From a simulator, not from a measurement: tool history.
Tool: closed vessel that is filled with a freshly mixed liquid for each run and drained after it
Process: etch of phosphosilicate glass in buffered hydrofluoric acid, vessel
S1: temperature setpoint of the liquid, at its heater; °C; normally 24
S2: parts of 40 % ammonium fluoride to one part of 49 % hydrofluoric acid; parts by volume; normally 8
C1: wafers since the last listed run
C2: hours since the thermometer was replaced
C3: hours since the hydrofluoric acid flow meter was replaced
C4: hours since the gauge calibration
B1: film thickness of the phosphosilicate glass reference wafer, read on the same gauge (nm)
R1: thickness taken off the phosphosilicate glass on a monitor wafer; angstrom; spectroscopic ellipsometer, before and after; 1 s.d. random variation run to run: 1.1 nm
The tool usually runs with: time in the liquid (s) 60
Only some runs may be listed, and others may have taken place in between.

run 1 hour=0 | S1=24 S2=8 time_in_the_liquid_(s)=60 | C1=0 C2=735.1 C3=1736.8 C4=2746.9 | B1=70 | R1=3388.2
-- hour=55.2 hydrofluoric acid flow meter replaced
run 2 hour=92.7 | S1=24 S2=8 time_in_the_liquid_(s)=60 | C1=13023 C2=827.8 C3=37.5 C4=2839.6 | B1=70.02 | R1=3261
run 3 hour=168 | S1=24 S2=7 time_in_the_liquid_(s)=60 | C1=10694 C2=903.1 C3=112.8 C4=2914.9 | B1=70.01 | R1=3746.5
run 4 hour=235.2 | S1=24 S2=7 time_in_the_liquid_(s)=60 | C1=9544 C2=970.3 C3=180 C4=2982.1 | B1=70.02 | R1=3775.4
run 5 hour=304.3 | S1=28 S2=8 time_in_the_liquid_(s)=60 | C1=9814 C2=1039.4 C3=249.1 C4=3051.2 | B1=69.99 | R1=4048.2
-- hour=335.2 thermometer replaced
run 6 hour=369 | S1=28 S2=8 time_in_the_liquid_(s)=60 | C1=9047 C2=33.8 C3=313.8 C4=3115.9 | B1=69.97 | R1=4058.6
run 7 hour=451.4 | S1=28 S2=8 time_in_the_liquid_(s)=60 | C1=11702 C2=116.2 C3=396.2 C4=3198.3 | B1=70.03 | R1=4080
run 8 hour=514.2 | S1=24 S2=8 time_in_the_liquid_(s)=60 | C1=8919 C2=179 C3=459 C4=3261.1 | B1=70.02 | R1=3264.4
-- hour=583.8 gauge calibrated
run 9 hour=609 | S1=20 S2=5.5 time_in_the_liquid_(s)=85 | C1=13464 C2=273.8 C3=553.8 C4=25.2 | B1=70.01 | R1=5267.6
run 10 hour=660 | S1=21 S2=9.5 time_in_the_liquid_(s)=60 | C1=7243 C2=324.8 C3=604.8 C4=76.2 | B1=69.97 | R1=2351.5
run 11 hour=703.9 | S1=27.5 S2=8 time_in_the_liquid_(s)=60 | C1=6234 C2=368.7 C3=648.7 C4=120.1 | B1=69.96 | R1=4003.9
run 12 hour=765.6 | S1=24 S2=8 time_in_the_liquid_(s)=60 | C1=8763 C2=430.4 C3=710.4 C4=181.8 | B1=69.96 | R1=3294.3
run 13 hour=838 | S1=24 S2=8 time_in_the_liquid_(s)=60 | C1=10282 C2=502.8 C3=782.8 C4=254.2 | B1=69.98 | R1=3303.1
run 14 hour=1099.3 | S1=21 S2=5.5 time_in_the_liquid_(s)=30 | C1=37111 C2=764.1 C3=1044.1 C4=515.5 | B1=70 | R1=1990.4
run 15 hour=1195.5 | S1=24 S2=8 time_in_the_liquid_(s)=50 | C1=13662 C2=860.3 C3=1140.3 C4=611.7 | B1=69.99 | R1=2780.2
run 16 hour=1241.8 | S1=24 S2=8 time_in_the_liquid_(s)=60 | C1=6575 C2=906.6 C3=1186.6 C4=658 | B1=70 | R1=3328.8
run 17 hour=1326.9 | S1=19.5 S2=9.5 time_in_the_liquid_(s)=45 | C1=12086 C2=991.7 C3=1271.7 C4=743.1 | B1=70.01 | R1=1636.2
run 18 hour=1398.3 | S1=24 S2=8 time_in_the_liquid_(s)=60 | C1=10140 C2=1063.1 C3=1343.1 C4=814.5 | B1=70.03 | R1=3340.4
-- hour=1482.9 thermometer replaced
run 19 hour=1486.8 | S1=24 S2=8 time_in_the_liquid_(s)=50 | C1=12427 C2=3.9 C3=1431.6 C4=903 | B1=70.02 | R1=2804
run 20 hour=1545.1 | S1=24 S2=8 time_in_the_liquid_(s)=30 | C1=8280 C2=62.2 C3=1489.9 C4=961.3 | B1=70 | R1=1685.8
run 21 hour=1623.8 | S1=22.5 S2=6 time_in_the_liquid_(s)=60 | C1=11177 C2=140.9 C3=1568.6 C4=1040 | B1=69.99 | R1=4053.1
run 22 hour=1680.2 | S1=24 S2=8 time_in_the_liquid_(s)=60 | C1=8010 C2=197.3 C3=1625 C4=1096.4 | B1=69.98 | R1=3385

Run 23 comes next. What will it give?
-- hour=1703.7 hydrofluoric acid flow meter replaced
run 23 hour=1734.5 | S1=20 S2=6.5 time_in_the_liquid_(s)=35 | C1=7570 C2=251.6 C3=30.8 C4=1150.7 | B1=? | R1=?

Run 23 measured B1 70.03, R1 1871.4 angstrom.
Without the tool's hidden state the same run would have given R1 1861.4 angstrom.
